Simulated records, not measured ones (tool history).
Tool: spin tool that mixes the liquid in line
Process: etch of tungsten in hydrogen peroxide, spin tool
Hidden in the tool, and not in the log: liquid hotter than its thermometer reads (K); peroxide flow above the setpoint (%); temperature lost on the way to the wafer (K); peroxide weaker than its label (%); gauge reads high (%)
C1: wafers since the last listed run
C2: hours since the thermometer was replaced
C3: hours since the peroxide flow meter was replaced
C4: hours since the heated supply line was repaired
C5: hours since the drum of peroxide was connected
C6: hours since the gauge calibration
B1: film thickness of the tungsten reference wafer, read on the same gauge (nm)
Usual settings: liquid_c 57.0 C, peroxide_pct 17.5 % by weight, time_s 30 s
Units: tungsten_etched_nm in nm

run 1 day=0.000 | liquid_c=57.0 peroxide_pct=17.5 time_s=30 | C1=0 C2=1592.7 C3=1822.8 C4=2380.8 C5=470.7 C6=536.2 | B1=40.01 | tungsten_etched_nm=51.18
-- day=0.688 thermometer replaced
run 2 day=0.871 | liquid_c=57.0 peroxide_pct=17.5 time_s=30 | C1=177 C2=4.4 C3=1843.7 C4=2401.7 C5=491.6 C6=557.1 | B1=40.01 | tungsten_etched_nm=50.55
run 3 day=1.808 | liquid_c=57.0 peroxide_pct=17.5 time_s=20 | C1=200 C2=26.9 C3=1866.2 C4=2424.2 C5=514.1 C6=579.6 | B1=40.00 | tungsten_etched_nm=34.08
run 4 day=3.267 | liquid_c=57.0 peroxide_pct=17.5 time_s=20 | C1=311 C2=61.9 C3=1901.2 C4=2459.2 C5=549.1 C6=614.6 | B1=40.01 | tungsten_etched_nm=33.76
run 5 day=3.854 | liquid_c=57.0 peroxide_pct=17.5 time_s=40 | C1=125 C2=76.0 C3=1915.3 C4=2473.3 C5=563.2 C6=628.7 | B1=40.00 | tungsten_etched_nm=68.66
run 6 day=4.938 | liquid_c=57.0 peroxide_pct=17.5 time_s=40 | C1=231 C2=102.0 C3=1941.3 C4=2499.3 C5=589.2 C6=654.7 | B1=40.01 | tungsten_etched_nm=67.60
-- day=5.533 heated supply line repaired
run 7 day=5.821 | liquid_c=57.0 peroxide_pct=17.5 time_s=40 | C1=179 C2=123.2 C3=1962.5 C4=6.9 C5=610.4 C6=675.9 | B1=40.02 | tungsten_etched_nm=67.90
run 8 day=6.329 | liquid_c=51.0 peroxide_pct=13.5 time_s=40 | C1=108 C2=135.4 C3=1974.7 C4=19.1 C5=622.6 C6=688.1 | B1=39.99 | tungsten_etched_nm=42.01
run 9 day=6.921 | liquid_c=57.0 peroxide_pct=17.5 time_s=30 | C1=126 C2=149.6 C3=1988.9 C4=33.3 C5=636.8 C6=702.3 | B1=40.00 | tungsten_etched_nm=51.04
run 10 day=7.838 | liquid_c=57.0 peroxide_pct=17.5 time_s=30 | C1=195 C2=171.6 C3=2010.9 C4=55.3 C5=658.8 C6=724.3 | B1=39.99 | tungsten_etched_nm=50.33
run 11 day=8.696 | liquid_c=57.0 peroxide_pct=15.5 time_s=30 | C1=183 C2=192.2 C3=2031.5 C4=75.9 C5=679.4 C6=744.9 | B1=40.00 | tungsten_etched_nm=47.84
run 12 day=9.983 | liquid_c=59.5 peroxide_pct=17.5 time_s=30 | C1=275 C2=223.1 C3=2062.4 C4=106.8 C5=710.3 C6=775.8 | B1=40.00 | tungsten_etched_nm=58.91
-- day=11.329 peroxide flow meter replaced
-- day=11.333 new drum of peroxide connected
run 13 day=11.350 | liquid_c=57.0 peroxide_pct=17.5 time_s=35 | C1=281 C2=255.9 C3=0.5 C4=139.6 C5=0.4 C6=808.6 | B1=40.00 | tungsten_etched_nm=59.35
run 14 day=11.975 | liquid_c=57.0 peroxide_pct=17.5 time_s=30 | C1=133 C2=270.9 C3=15.5 C4=154.6 C5=15.4 C6=823.6 | B1=40.00 | tungsten_etched_nm=50.55
run 15 day=12.579 | liquid_c=66.0 peroxide_pct=17.5 time_s=30 | C1=129 C2=285.4 C3=30.0 C4=169.1 C5=29.9 C6=838.1 | B1=39.98 | tungsten_etched_nm=85.96
run 16 day=13.854 | liquid_c=57.0 peroxide_pct=17.5 time_s=15 | C1=272 C2=316.0 C3=60.6 C4=199.7 C5=60.5 C6=868.7 | B1=39.98 | tungsten_etched_nm=25.38
run 17 day=15.125 | liquid_c=65.0 peroxide_pct=16.0 time_s=30 | C1=271 C2=346.5 C3=91.1 C4=230.2 C5=91.0 C6=899.2 | B1=40.02 | tungsten_etched_nm=76.74
run 18 day=15.888 | liquid_c=57.0 peroxide_pct=17.5 time_s=45 | C1=162 C2=364.8 C3=109.4 C4=248.5 C5=109.3 C6=917.5 | B1=39.99 | tungsten_etched_nm=75.98
-- day=16.225 gauge calibrated
run 19 day=16.771 | liquid_c=57.0 peroxide_pct=17.5 time_s=30 | C1=188 C2=386.0 C3=130.6 C4=269.7 C5=130.5 C6=13.1 | B1=40.00 | tungsten_etched_nm=51.16
run 20 day=17.646 | liquid_c=57.0 peroxide_pct=17.5 time_s=30 | C1=186 C2=407.0 C3=151.6 C4=290.7 C5=151.5 C6=34.1 | B1=40.02 | tungsten_etched_nm=50.54
run 21 day=18.554 | liquid_c=61.0 peroxide_pct=20.5 time_s=30 | C1=194 C2=428.8 C3=173.4 C4=312.5 C5=173.3 C6=55.9 | B1=40.00 | tungsten_etched_nm=69.09
run 22 day=19.975 | liquid_c=52.5 peroxide_pct=17.5 time_s=30 | C1=303 C2=462.9 C3=207.5 C4=346.6 C5=207.4 C6=90.0 | B1=40.00 | tungsten_etched_nm=39.13
run 23 day=21.421 | liquid_c=49.5 peroxide_pct=13.5 time_s=35 | C1=308 C2=497.6 C3=242.2 C4=381.3 C5=242.1 C6=124.7 | B1=40.02 | tungsten_etched_nm=33.19
run 24 day=22.321 | liquid_c=57.0 peroxide_pct=17.5 time_s=50 | C1=192 C2=519.2 C3=263.8 C4=402.9 C5=263.7 C6=146.3 | B1=39.99 | tungsten_etched_nm=85.52
run 25 day=22.867 | liquid_c=53.5 peroxide_pct=15.0 time_s=45 | C1=116 C2=532.3 C3=276.9 C4=416.0 C5=276.8 C6=159.4 | B1=40.00 | tungsten_etched_nm=57.02
run 26 day=23.758 | liquid_c=57.0 peroxide_pct=17.5 time_s=30 | C1=190 C2=553.7 C3=298.3 C4=437.4 C5=298.2 C6=180.8 | B1=40.03 | tungsten_etched_nm=51.25
run 27 day=24.988 | liquid_c=57.0 peroxide_pct=17.5 time_s=30 | C1=262 C2=583.2 C3=327.8 C4=466.9 C5=327.7 C6=210.3 | B1=39.98 | tungsten_etched_nm=50.96

3 ways to go on from here, each from the tool as it stands after run 27. What would each give?
run A day=25.004 | liquid_c=57.0 peroxide_pct=17.5 time_s=25 | C1=3 C2=583.6 C3=328.2 C4=467.3 C5=328.1 C6=210.7 | B1=? | tungsten_etched_nm=?
run B day=25.004 | liquid_c=52.5 peroxide_pct=17.5 time_s=50 | C1=3 C2=583.6 C3=328.2 C4=467.3 C5=328.1 C6=210.7 | B1=? | tungsten_etched_nm=?
run C day=25.004 | liquid_c=57.0 peroxide_pct=12.5 time_s=40 | C1=3 C2=583.6 C3=328.2 C4=467.3 C5=328.1 C6=210.7 | B1=? | tungsten_etched_nm=?

run=A B1=40.02 tungsten_etched_nm=42.76
run=B B1=40.02 tungsten_etched_nm=65.47
run=C B1=40.02 tungsten_etched_nm=57.82
Without the tool's hidden state the same runs would have given:
run=A tungsten_etched_nm=42.76
run=B tungsten_etched_nm=65.47
run=C tungsten_etched_nm=57.82
